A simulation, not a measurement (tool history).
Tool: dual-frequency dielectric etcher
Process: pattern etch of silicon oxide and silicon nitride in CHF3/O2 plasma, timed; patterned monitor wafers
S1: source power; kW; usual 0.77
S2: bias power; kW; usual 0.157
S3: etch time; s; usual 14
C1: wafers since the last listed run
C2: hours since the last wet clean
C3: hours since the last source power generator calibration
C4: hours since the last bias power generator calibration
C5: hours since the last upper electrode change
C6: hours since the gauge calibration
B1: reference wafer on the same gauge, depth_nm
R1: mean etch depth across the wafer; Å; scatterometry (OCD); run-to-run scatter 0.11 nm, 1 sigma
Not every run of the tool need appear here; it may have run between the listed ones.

| run | hour | S1 | S2 | S3 | C1 | C2 | C3 | C4 | C5 | C6 | B1 | R1 |
|---|---|---|---|---|---|---|---|---|---|---|---|---|
| 1 | 0 | 0.77 | 0.157 | 14 | 0 | 125.2 | 9.9 | 1191.6 | 4565.7 | 1510.9 | 24.59 | 221.8 |
| 2 | 33 | 0.77 | 0.157 | 14 | 714 | 158.2 | 42.9 | 1224.6 | 4598.7 | 1543.9 | 24.59 | 222.9 |
| 3 | 102.1 | 0.77 | 0.157 | 14 | 1496 | 227.3 | 112 | 1293.7 | 4667.8 | 1613 | 24.61 | 221.2 |
| 4 | 142.4 | 0.77 | 0.157 | 14 | 872 | 267.6 | 152.3 | 1334 | 4708.1 | 1653.3 | 24.55 | 220.2 |
| 5 | 200.4 | 0.77 | 0.157 | 14 | 1255 | 325.6 | 210.3 | 1392 | 4766.1 | 1711.3 | 24.59 | 223.7 |
|  | 217.9 | gauge calibrated |
| 6 | 232.1 | 0.71 | 0.157 | 16 | 686 | 357.3 | 242 | 1423.7 | 4797.8 | 14.2 | 24.59 | 241.5 |
| 7 | 261.4 | 0.71 | 0.157 | 16 | 634 | 386.6 | 271.3 | 1453 | 4827.1 | 43.5 | 24.58 | 242.9 |
| 8 | 301.9 | 0.77 | 0.157 | 14 | 876 | 427.1 | 311.8 | 1493.5 | 4867.6 | 84 | 24.59 | 223.2 |
| 9 | 343.7 | 0.89 | 0.145 | 11 | 904 | 468.9 | 353.6 | 1535.3 | 4909.4 | 125.8 | 24.6 | 180.4 |
|  | 403.6 | wet clean of the chamber |
| 10 | 404.1 | 0.77 | 0.157 | 12.5 | 788 | 0.5 | 414 | 1595.7 | 4969.8 | 186.2 | 24.56 | 199.4 |
|  | 448.6 | source power generator calibrated, repeated, since the last time left the tool worse |
| 11 | 453.1 | 0.58 | 0.122 | 17.5 | 974 | 49.5 | 4.5 | 1644.7 | 5018.8 | 235.2 | 24.55 | 209 |
| 12 | 484.5 | 0.64 | 0.12 | 16.5 | 679 | 80.9 | 35.9 | 1676.1 | 5050.2 | 266.6 | 24.64 | 206.9 |
|  | 560.7 | upper electrode replaced |
| 13 | 683.8 | 0.77 | 0.157 | 11.5 | 3795 | 280.2 | 235.2 | 1875.4 | 123.1 | 465.9 | 24.62 | 174.9 |
| 14 | 751.8 | 0.89 | 0.19 | 14 | 1472 | 348.2 | 303.2 | 1943.4 | 191.1 | 533.9 | 24.56 | 249.2 |
| 15 | 797.3 | 0.69 | 0.157 | 10 | 985 | 393.7 | 348.7 | 1988.9 | 236.6 | 579.4 | 24.61 | 145.5 |
| 16 | 897.6 | 0.77 | 0.157 | 11 | 2171 | 494 | 449 | 2089.2 | 336.9 | 679.7 | 24.62 | 169.3 |
|  | 921.2 | bias power generator calibrated |
|  | 939.2 | wet clean of the chamber |
| 17 | 939.7 | 0.59 | 0.188 | 18 | 434 | 0.5 | 491.1 | 18.5 | 379 | 721.8 | 24.6 | 261.5 |

Run 18 has not been measured yet. What should we expect?
| 18 | 957.8 | 0.77 | 0.129 | 14 | 391 | 18.6 | 509.2 | 36.6 | 397.1 | 739.9 | ? | ? |

{"run 18": {"B1": 24.58, "R1": 199}}
Minus the tool's unlogged condition, the same run would have read R1 197.8 Å.
